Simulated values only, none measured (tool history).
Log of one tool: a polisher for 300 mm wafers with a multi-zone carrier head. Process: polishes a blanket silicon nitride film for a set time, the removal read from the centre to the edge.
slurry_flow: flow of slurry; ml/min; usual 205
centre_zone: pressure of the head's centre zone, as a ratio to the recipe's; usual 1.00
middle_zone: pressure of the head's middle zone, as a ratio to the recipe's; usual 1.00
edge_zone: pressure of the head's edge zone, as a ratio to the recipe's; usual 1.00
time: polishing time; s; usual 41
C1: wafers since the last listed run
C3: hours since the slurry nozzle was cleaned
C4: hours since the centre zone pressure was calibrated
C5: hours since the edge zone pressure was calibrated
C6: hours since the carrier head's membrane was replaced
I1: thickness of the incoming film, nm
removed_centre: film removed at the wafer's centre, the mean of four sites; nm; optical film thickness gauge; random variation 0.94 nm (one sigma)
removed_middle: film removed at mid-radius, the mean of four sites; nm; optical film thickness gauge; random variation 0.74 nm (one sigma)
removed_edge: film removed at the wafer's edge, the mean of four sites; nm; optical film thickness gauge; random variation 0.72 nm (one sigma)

run 1 day=0.000 | slurry_flow=205 centre_zone=1.00 middle_zone=1.00 edge_zone=1.00 time=41 | C1=0 wafers_polished_on_this_pad=2749 C3=382.4 C4=50.3 C5=785.1 C6=1384.9 | I1=386.9 | removed_centre=75.0 removed_middle=75.2 removed_edge=76.5
-- day=1.604 worn pad replaced by a new one
run 2 day=2.604 | slurry_flow=205 centre_zone=1.00 middle_zone=1.00 edge_zone=1.00 time=41 | C1=949 wafers_polished_on_this_pad=390 C3=444.9 C4=112.8 C5=847.6 C6=1447.4 | I1=383.6 | removed_centre=74.7 removed_middle=76.6 removed_edge=76.6
run 3 day=4.600 | slurry_flow=205 centre_zone=1.00 middle_zone=1.00 edge_zone=1.00 time=41 | C1=777 wafers_polished_on_this_pad=1168 C3=492.8 C4=160.7 C5=895.5 C6=1495.3 | I1=394.1 | removed_centre=77.1 removed_middle=77.0 removed_edge=77.3
run 4 day=5.779 | slurry_flow=205 centre_zone=1.00 middle_zone=1.00 edge_zone=1.00 time=41 | C1=459 wafers_polished_on_this_pad=1627 C3=521.1 C4=189.0 C5=923.8 C6=1523.6 | I1=389.3 | removed_centre=75.3 removed_middle=75.6 removed_edge=77.0
run 5 day=8.304 | slurry_flow=205 centre_zone=1.00 middle_zone=1.00 edge_zone=1.00 time=41 | C1=983 wafers_polished_on_this_pad=2611 C3=581.7 C4=249.6 C5=984.4 C6=1584.2 | I1=395.4 | removed_centre=74.3 removed_middle=76.5 removed_edge=76.4
run 6 day=9.592 | slurry_flow=205 centre_zone=1.00 middle_zone=1.00 edge_zone=1.00 time=41 | C1=501 wafers_polished_on_this_pad=3112 C3=612.6 C4=280.5 C5=1015.3 C6=1615.1 | I1=382.3 | removed_centre=77.2 removed_middle=76.3 removed_edge=75.4
-- day=11.912 worn pad replaced by a new one
run 7 day=12.054 | slurry_flow=205 centre_zone=1.00 middle_zone=1.00 edge_zone=1.00 time=41 | C1=894 wafers_polished_on_this_pad=54 C3=671.7 C4=339.6 C5=1074.4 C6=1674.2 | I1=388.8 | removed_centre=75.4 removed_middle=75.2 removed_edge=77.9
-- day=13.979 carrier head's membrane replaced by a new one
run 8 day=14.304 | slurry_flow=205 centre_zone=1.00 middle_zone=1.00 edge_zone=1.00 time=41 | C1=795 wafers_polished_on_this_pad=850 C3=725.7 C4=393.6 C5=1128.4 C6=7.8 | I1=390.1 | removed_centre=76.0 removed_middle=75.3 removed_edge=76.3
run 9 day=16.475 | slurry_flow=205 centre_zone=1.00 middle_zone=1.00 edge_zone=1.00 time=41 | C1=845 wafers_polished_on_this_pad=1696 C3=777.8 C4=445.7 C5=1180.5 C6=59.9 | I1=385.7 | removed_centre=76.7 removed_middle=75.0 removed_edge=76.8
run 10 day=17.804 | slurry_flow=205 centre_zone=1.00 middle_zone=0.93 edge_zone=1.00 time=41 | C1=517 wafers_polished_on_this_pad=2214 C3=809.7 C4=477.6 C5=1212.4 C6=91.8 | I1=391.4 | removed_centre=75.6 removed_middle=72.4 removed_edge=77.9
-- day=18.904 slurry nozzle cleaned
run 11 day=18.925 | slurry_flow=205 centre_zone=1.11 middle_zone=1.09 edge_zone=1.00 time=41 | C1=420 wafers_polished_on_this_pad=2634 C3=0.5 C4=504.5 C5=1239.3 C6=118.7 | I1=396.6 | removed_centre=83.5 removed_middle=81.6 removed_edge=77.5
-- day=19.833 edge zone pressure recalibrated
-- day=20.538 centre zone pressure recalibrated
-- day=21.971 worn pad replaced by a new one
run 12 day=22.329 | slurry_flow=205 centre_zone=0.96 middle_zone=0.96 edge_zone=1.00 time=53 | C1=1196 wafers_polished_on_this_pad=139 C3=82.2 C4=43.0 C5=59.9 C6=200.4 | I1=385.7 | removed_centre=94.6 removed_middle=96.0 removed_edge=97.9
run 13 day=24.967 | slurry_flow=205 centre_zone=1.00 middle_zone=1.00 edge_zone=1.00 time=28 | C1=1027 wafers_polished_on_this_pad=1166 C3=145.5 C4=106.3 C5=123.2 C6=263.7 | I1=393.1 | removed_centre=52.6 removed_middle=51.5 removed_edge=51.9
run 14 day=26.192 | slurry_flow=205 centre_zone=1.00 middle_zone=1.00 edge_zone=1.00 time=41 | C1=477 wafers_polished_on_this_pad=1644 C3=174.9 C4=135.7 C5=152.6 C6=293.1 | I1=389.9 | removed_centre=76.2 removed_middle=75.3 removed_edge=76.3
run 15 day=29.767 | slurry_flow=205 centre_zone=1.00 middle_zone=0.90 edge_zone=1.09 time=41 | C1=1392 wafers_polished_on_this_pad=3037 C3=260.7 C4=221.5 C5=238.4 C6=378.9 | I1=393.7 | removed_centre=75.6 removed_middle=71.1 removed_edge=79.0
run 16 day=31.475 | slurry_flow=260 centre_zone=0.93 middle_zone=1.08 edge_zone=1.00 time=37 | C1=665 wafers_polished_on_this_pad=3702 C3=301.7 C4=262.5 C5=279.4 C6=419.9 | I1=394.3 | removed_centre=66.1 removed_middle=74.7 removed_edge=70.7
-- day=32.067 worn pad replaced by a new one
run 17 day=34.396 | slurry_flow=205 centre_zone=0.95 middle_zone=0.88 edge_zone=0.93 time=47 | C1=1073 wafers_polished_on_this_pad=907 C3=371.8 C4=332.6 C5=349.5 C6=490.0 | I1=393.3 | removed_centre=83.3 removed_middle=79.0 removed_edge=87.4
run 18 day=37.312 | slurry_flow=205 centre_zone=1.06 middle_zone=1.00 edge_zone=1.00 time=51 | C1=1136 wafers_polished_on_this_pad=2044 C3=441.8 C4=402.6 C5=419.5 C6=560.0 | I1=384.7 | removed_centre=101.6 removed_middle=96.2 removed_edge=95.0
run 19 day=39.000 | slurry_flow=205 centre_zone=1.00 middle_zone=1.00 edge_zone=1.00 time=41 | C1=657 wafers_polished_on_this_pad=2701 C3=482.3 C4=443.1 C5=460.0 C6=600.5 | I1=398.0 | removed_centre=76.3 removed_middle=74.7 removed_edge=76.3
run 20 day=41.496 | slurry_flow=205 centre_zone=1.00 middle_zone=1.00 edge_zone=1.00 time=54 | C1=972 wafers_polished_on_this_pad=3674 C3=542.2 C4=503.0 C5=519.9 C6=660.4 | I1=389.1 | removed_centre=100.1 removed_middle=100.9 removed_edge=99.4
-- day=42.062 worn pad replaced by a new one
run 21 day=44.196 | slurry_flow=205 centre_zone=1.00 middle_zone=1.06 edge_zone=1.00 time=29 | C1=987 wafers_polished_on_this_pad=831 C3=607.0 C4=567.8 C5=584.7 C6=725.2 | I1=390.5 | removed_centre=54.1 removed_middle=56.5 removed_edge=54.9
run 22 day=46.658 | slurry_flow=205 centre_zone=1.09 middle_zone=0.89 edge_zone=1.00 time=41 | C1=959 wafers_polished_on_this_pad=1791 C3=666.1 C4=626.9 C5=643.8 C6=784.3 | I1=393.8 | removed_centre=83.0 removed_middle=70.4 removed_edge=77.5

Forecast each of these 4 alternatives for the next run:
run A day=46.675 | slurry_flow=205 centre_zone=0.96 middle_zone=1.00 edge_zone=1.00 time=41 | C1=6 wafers_polished_on_this_pad=1797 C3=666.5 C4=627.3 C5=644.2 C6=784.7 | I1=383.7 | removed_centre=? removed_middle=? removed_edge=?
run B day=46.675 | slurry_flow=250 centre_zone=1.00 middle_zone=0.93 edge_zone=1.03 time=28 | C1=6 wafers_polished_on_this_pad=1797 C3=666.5 C4=627.3 C5=644.2 C6=784.7 | I1=383.7 | removed_centre=? removed_middle=? removed_edge=?
run C day=46.675 | slurry_flow=205 centre_zone=1.00 middle_zone=0.89 edge_zone=0.91 time=47 | C1=6 wafers_polished_on_this_pad=1797 C3=666.5 C4=627.3 C5=644.2 C6=784.7 | I1=383.7 | removed_centre=? removed_middle=? removed_edge=?
run D day=46.675 | slurry_flow=205 centre_zone=0.91 middle_zone=1.00 edge_zone=1.00 time=41 | C1=6 wafers_polished_on_this_pad=1797 C3=666.5 C4=627.3 C5=644.2 C6=784.7 | I1=383.7 | removed_centre=? removed_middle=? removed_edge=?

run=A removed_centre=73.3 removed_middle=74.2 removed_edge=76.8
run=B removed_centre=52.7 removed_middle=48.9 removed_edge=53.8
run=C removed_centre=86.7 removed_middle=78.1 removed_edge=85.2
run=D removed_centre=70.2 removed_middle=74.2 removed_edge=76.8
Without the tool's hidden state the same runs would have given:
run=A removed_centre=73.3 removed_middle=74.2 removed_edge=76.8
run=B removed_centre=52.7 removed_middle=48.9 removed_edge=53.8
run=C removed_centre=86.7 removed_middle=78.1 removed_edge=85.2
run=D removed_centre=70.2 removed_middle=74.2 removed_edge=76.8
